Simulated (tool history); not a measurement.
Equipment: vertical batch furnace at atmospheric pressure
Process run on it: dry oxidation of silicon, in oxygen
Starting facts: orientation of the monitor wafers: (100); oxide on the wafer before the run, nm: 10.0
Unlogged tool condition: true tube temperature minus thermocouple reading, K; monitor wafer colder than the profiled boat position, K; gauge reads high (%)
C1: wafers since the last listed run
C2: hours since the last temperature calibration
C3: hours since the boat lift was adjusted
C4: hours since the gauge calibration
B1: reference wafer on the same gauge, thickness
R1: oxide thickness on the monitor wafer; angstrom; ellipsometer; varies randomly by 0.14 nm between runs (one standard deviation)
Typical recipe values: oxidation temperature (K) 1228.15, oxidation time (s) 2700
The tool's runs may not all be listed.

run 1 hour=0 | oxidation_temperature_(K)=1213.15 oxidation_time_(s)=1980 | C1=0 C2=253.6 C3=5043.6 C4=801.4 | B1=28.62 | R1=219.5
run 2 hour=71.8 | oxidation_temperature_(K)=1213.15 oxidation_time_(s)=1980 | C1=1258 C2=325.4 C3=5115.4 C4=873.2 | B1=28.62 | R1=220.2
run 3 hour=182 | oxidation_temperature_(K)=1213.15 oxidation_time_(s)=1980 | C1=1931 C2=435.6 C3=5225.6 C4=983.4 | B1=28.55 | R1=222.6
run 4 hour=273.6 | oxidation_temperature_(K)=1228.15 oxidation_time_(s)=2700 | C1=1605 C2=527.2 C3=5317.2 C4=1075 | B1=28.6 | R1=291.7
run 5 hour=368.4 | oxidation_temperature_(K)=1228.15 oxidation_time_(s)=2700 | C1=1661 C2=622 C3=5412 C4=1169.8 | B1=28.64 | R1=291.8
run 6 hour=415.8 | oxidation_temperature_(K)=1228.15 oxidation_time_(s)=2700 | C1=830 C2=669.4 C3=5459.4 C4=1217.2 | B1=28.61 | R1=294.6
run 7 hour=473.3 | oxidation_temperature_(K)=1228.15 oxidation_time_(s)=2700 | C1=1007 C2=726.9 C3=5516.9 C4=1274.7 | B1=28.62 | R1=296.4
run 8 hour=529.6 | oxidation_temperature_(K)=1228.15 oxidation_time_(s)=2700 | C1=986 C2=783.2 C3=5573.2 C4=1331 | B1=28.61 | R1=295.7
run 9 hour=583.4 | oxidation_temperature_(K)=1228.15 oxidation_time_(s)=2700 | C1=942 C2=837 C3=5627 C4=1384.8 | B1=28.6 | R1=295.2
run 10 hour=636 | oxidation_temperature_(K)=1228.15 oxidation_time_(s)=2700 | C1=921 C2=889.6 C3=5679.6 C4=1437.4 | B1=28.6 | R1=298.1
run 11 hour=713.6 | oxidation_temperature_(K)=1217.15 oxidation_time_(s)=3390 | C1=1360 C2=967.2 C3=5757.2 C4=1515 | B1=28.62 | R1=306.6
run 12 hour=750 | oxidation_temperature_(K)=1217.15 oxidation_time_(s)=3390 | C1=637 C2=1003.6 C3=5793.6 C4=1551.4 | B1=28.63 | R1=309.2
run 13 hour=855.3 | oxidation_temperature_(K)=1217.15 oxidation_time_(s)=3390 | C1=1845 C2=1108.9 C3=5898.9 C4=1656.7 | B1=28.6 | R1=308.5
run 14 hour=917.5 | oxidation_temperature_(K)=1228.15 oxidation_time_(s)=2220 | C1=1090 C2=1171.1 C3=5961.1 C4=1718.9 | B1=28.61 | R1=268.6
run 15 hour=979.2 | oxidation_temperature_(K)=1228.15 oxidation_time_(s)=2220 | C1=1081 C2=1232.8 C3=6022.8 C4=1780.6 | B1=28.59 | R1=268.9
-- hour=1005.6 gauge calibrated
run 16 hour=1047.4 | oxidation_temperature_(K)=1228.15 oxidation_time_(s)=2220 | C1=1195 C2=1301 C3=6091 C4=41.8 | B1=28.61 | R1=269.2
run 17 hour=1143.3 | oxidation_temperature_(K)=1248.15 oxidation_time_(s)=2700 | C1=1680 C2=1396.9 C3=6186.9 C4=137.7 | B1=28.64 | R1=339.1

Expected results for the next run?
-- hour=1287.7 boat lift adjusted
run 18 hour=1300.4 | oxidation_temperature_(K)=1205.15 oxidation_time_(s)=2700 | C1=2332 C2=1554 C3=12.7 C4=294.8 | B1=? | R1=?

Run 18 yielded B1 28.6, R1 249.7 angstrom.
On a tool with no hidden condition, and with the same random variation, this run would have come out at R1 240.4 angstrom.
